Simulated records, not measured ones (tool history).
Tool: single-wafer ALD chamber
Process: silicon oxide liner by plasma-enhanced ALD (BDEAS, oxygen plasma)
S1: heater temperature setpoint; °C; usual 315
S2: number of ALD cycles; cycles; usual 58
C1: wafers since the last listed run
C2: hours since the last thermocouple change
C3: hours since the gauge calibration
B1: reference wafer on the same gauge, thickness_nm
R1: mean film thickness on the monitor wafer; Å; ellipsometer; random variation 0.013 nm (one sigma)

run 1 hour=0 | S1=315 S2=58 | C1=0 C2=363.4 C3=509 | B1=5.821 | R1=50.78
run 2 hour=83.7 | S1=315 S2=58 | C1=688 C2=447.1 C3=592.7 | B1=5.822 | R1=50.73
run 3 hour=122.4 | S1=315 S2=58 | C1=318 C2=485.8 C3=631.4 | B1=5.82 | R1=50.58
run 4 hour=162.8 | S1=315 S2=58 | C1=332 C2=526.2 C3=671.8 | B1=5.821 | R1=50.74
run 5 hour=219 | S1=315 S2=58 | C1=462 C2=582.4 C3=728 | B1=5.825 | R1=50.76
run 6 hour=291.5 | S1=315 S2=58 | C1=596 C2=654.9 C3=800.5 | B1=5.813 | R1=50.96
run 7 hour=343.8 | S1=315 S2=58 | C1=430 C2=707.2 C3=852.8 | B1=5.825 | R1=50.94
run 8 hour=410.3 | S1=315 S2=64 | C1=547 C2=773.7 C3=919.3 | B1=5.825 | R1=55.96
run 9 hour=469.7 | S1=315 S2=58 | C1=488 C2=833.1 C3=978.7 | B1=5.823 | R1=50.63
run 10 hour=534.2 | S1=315 S2=58 | C1=530 C2=897.6 C3=1043.2 | B1=5.823 | R1=50.62
run 11 hour=571.7 | S1=315 S2=53 | C1=308 C2=935.1 C3=1080.7 | B1=5.82 | R1=46.41
run 12 hour=647.8 | S1=315 S2=53 | C1=626 C2=1011.2 C3=1156.8 | B1=5.822 | R1=46.36
run 13 hour=717 | S1=315 S2=53 | C1=569 C2=1080.4 C3=1226 | B1=5.822 | R1=46.31
run 14 hour=782.9 | S1=315 S2=61 | C1=542 C2=1146.3 C3=1291.9 | B1=5.82 | R1=53.42
run 15 hour=865.4 | S1=311 S2=58 | C1=679 C2=1228.8 C3=1374.4 | B1=5.825 | R1=51.27
run 16 hour=919.4 | S1=311 S2=58 | C1=444 C2=1282.8 C3=1428.4 | B1=5.822 | R1=51.1
run 17 hour=963.9 | S1=311 S2=58 | C1=366 C2=1327.3 C3=1472.9 | B1=5.82 | R1=50.81
run 18 hour=1071.8 | S1=315 S2=58 | C1=888 C2=1435.2 C3=1580.8 | B1=5.82 | R1=50.34
run 19 hour=1161.1 | S1=315 S2=58 | C1=734 C2=1524.5 C3=1670.1 | B1=5.823 | R1=50.65
run 20 hour=1256.3 | S1=329 S2=67 | C1=783 C2=1619.7 C3=1765.3 | B1=5.822 | R1=56.98
run 21 hour=1316.5 | S1=322 S2=52 | C1=495 C2=1679.9 C3=1825.5 | B1=5.819 | R1=44.77
run 22 hour=1390 | S1=315 S2=58 | C1=604 C2=1753.4 C3=1899 | B1=5.823 | R1=50.63
run 23 hour=1443.6 | S1=319 S2=58 | C1=441 C2=1807 C3=1952.6 | B1=5.823 | R1=49.87
run 24 hour=1496.4 | S1=322 S2=47 | C1=434 C2=1859.8 C3=2005.4 | B1=5.816 | R1=40.33
run 25 hour=1536.4 | S1=320 S2=64 | C1=329 C2=1899.8 C3=2045.4 | B1=5.825 | R1=55.29
run 26 hour=1594.5 | S1=315 S2=58 | C1=478 C2=1957.9 C3=2103.5 | B1=5.814 | R1=50.29
run 27 hour=1666.6 | S1=307 S2=67 | C1=593 C2=2030 C3=2175.6 | B1=5.821 | R1=58.9
-- hour=1676.6 thermocouple changed; heater temperature recalibrated
run 28 hour=1754.6 | S1=315 S2=58 | C1=658 C2=78 C3=2263.6 | B1=5.819 | R1=50.72
run 29 hour=1816.1 | S1=311 S2=67 | C1=506 C2=139.5 C3=2325.1 | B1=5.821 | R1=59.13
run 30 hour=1897.3 | S1=315 S2=58 | C1=668 C2=220.7 C3=2406.3 | B1=5.819 | R1=50.87
run 31 hour=1970.5 | S1=308 S2=69 | C1=602 C2=293.9 C3=2479.5 | B1=5.817 | R1=60.97
run 32 hour=2055.1 | S1=324 S2=50 | C1=696 C2=378.5 C3=2564.1 | B1=5.821 | R1=43.15
-- hour=2091.5 gauge calibrated
run 33 hour=2095.8 | S1=300 S2=62 | C1=334 C2=419.2 C3=4.3 | B1=5.818 | R1=55.63
run 34 hour=2199.3 | S1=330 S2=66 | C1=851 C2=522.7 C3=107.8 | B1=5.813 | R1=56.4
run 35 hour=2301.8 | S1=315 S2=66 | C1=843 C2=625.2 C3=210.3 | B1=5.82 | R1=57.64
run 36 hour=2581.3 | S1=315 S2=58 | C1=2300 C2=904.7 C3=489.8 | B1=5.824 | R1=50.4
run 37 hour=2647.3 | S1=304 S2=67 | C1=543 C2=970.7 C3=555.8 | B1=5.816 | R1=59.67
run 38 hour=2737.7 | S1=315 S2=58 | C1=744 C2=1061.1 C3=646.2 | B1=5.821 | R1=50.81

The same runs without the tool's hidden state, with the same run-to-run variation:
The hidden state here: wafer temperature above the value expected at the setpoint (K); gauge reads high (%).
run=1 R1=50.84
run=2 R1=50.79
run=3 R1=50.65
run=4 R1=50.82
run=5 R1=50.84
run=6 R1=51.05
run=7 R1=51.04
run=8 R1=56.08
run=9 R1=50.75
run=10 R1=50.75
run=11 R1=46.53
run=12 R1=46.51
run=13 R1=46.47
run=14 R1=53.61
run=15 R1=51.48
run=16 R1=51.32
run=17 R1=51.04
run=18 R1=50.6
run=19 R1=50.94
run=20 R1=57.35
run=21 R1=45.07
run=22 R1=51
run=23 R1=50.26
run=24 R1=40.66
run=25 R1=55.76
run=26 R1=50.74
run=27 R1=59.45
run=28 R1=50.76
run=29 R1=59.17
run=30 R1=50.91
run=31 R1=61.02
run=32 R1=43.19
run=33 R1=55.78
run=34 R1=56.46
run=35 R1=57.72
run=36 R1=50.52
run=37 R1=59.82
run=38 R1=50.96

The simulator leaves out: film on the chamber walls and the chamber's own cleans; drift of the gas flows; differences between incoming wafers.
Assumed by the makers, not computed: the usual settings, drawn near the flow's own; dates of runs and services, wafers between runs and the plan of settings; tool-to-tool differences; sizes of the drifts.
